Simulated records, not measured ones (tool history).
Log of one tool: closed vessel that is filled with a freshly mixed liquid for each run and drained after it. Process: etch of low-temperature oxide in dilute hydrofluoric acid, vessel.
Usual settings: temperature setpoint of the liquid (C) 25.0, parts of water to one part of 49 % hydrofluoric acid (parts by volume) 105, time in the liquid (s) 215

run,hour,temperature setpoint of the liquid (C),parts of water to one part of 49 % hydrofluoric acid (parts by volume),time in the liquid (s),"read-back film thickness of the low-temperature oxide reference wafer, read on the same gauge (nm)",thickness taken off the low-temperature oxide on a monitor wafer (nm)
1,0.0,25.0,105,215,100.04,21.86
2,17.8,25.0,105,215,100.00,21.83
3,32.4,25.0,125,215,100.04,17.79
4,38.5,25.0,125,215,100.00,17.69
5,45.0,28.0,105,215,100.03,24.41
6,56.7,28.0,105,215,100.00,24.32
7,71.4,23.5,105,215,99.99,20.32
8,80.2,23.5,105,215,99.96,20.35
9,95.7,28.5,105,215,100.01,24.43
10,106.6,28.5,105,215,100.00,24.75
11,122.9,28.5,105,215,100.03,24.81
12,137.9,25.0,75,180,100.00,26.64
13,153.2,25.0,105,215,99.99,21.65
# hour 163.4: thermometer replaced
14,165.2,29.5,140,160,100.00,13.47
15,171.7,25.0,105,215,99.98,21.66
# hour 188.3: gauge calibrated
16,189.3,25.0,105,215,99.99,21.75
17,200.2,27.5,125,295,100.04,26.45
18,214.5,25.0,140,280,99.99,20.07
19,221.0,23.0,105,300,100.00,27.70
# hour 226.7: hydrofluoric acid flow meter replaced
20,233.4,25.0,105,215,100.00,23.91
21,240.7,25.0,105,310,99.99,34.49
22,246.8,21.0,150,215,100.02,13.62
23,255.1,28.0,105,85,100.01,10.76
24,262.9,21.5,105,215,99.97,20.86
25,270.6,28.5,130,275,99.99,27.57
26,288.2,30.0,105,85,99.98,11.41
27,294.8,22.0,105,320,99.99,31.51
28,306.7,22.0,105,215,99.98,21.22
29,319.1,25.0,105,215,100.02,24.03
30,333.9,25.0,105,215,99.99,24.27
31,343.6,25.0,65,285,100.02,53.96
32,392.7,26.5,105,250,99.98,29.04

4 ways to go on from here, each from the tool as it stands after run 32. What would each give?
A,393.4,25.0,105,215,?,?
B,393.4,20.5,145,130,?,?
C,393.4,23.5,85,270,?,?
D,393.4,21.0,105,215,?,?

run,"read-back film thickness of the low-temperature oxide reference wafer, read on the same gauge (nm)",thickness taken off the low-temperature oxide on a monitor wafer (nm)
A,100.00,23.76
B,100.00,8.31
C,100.00,35.63
D,100.00,20.26
Without the tool's hidden state the same runs would have given:
run,thickness taken off the low-temperature oxide on a monitor wafer (nm)
A,24.65
B,8.63
C,36.93
D,21.01
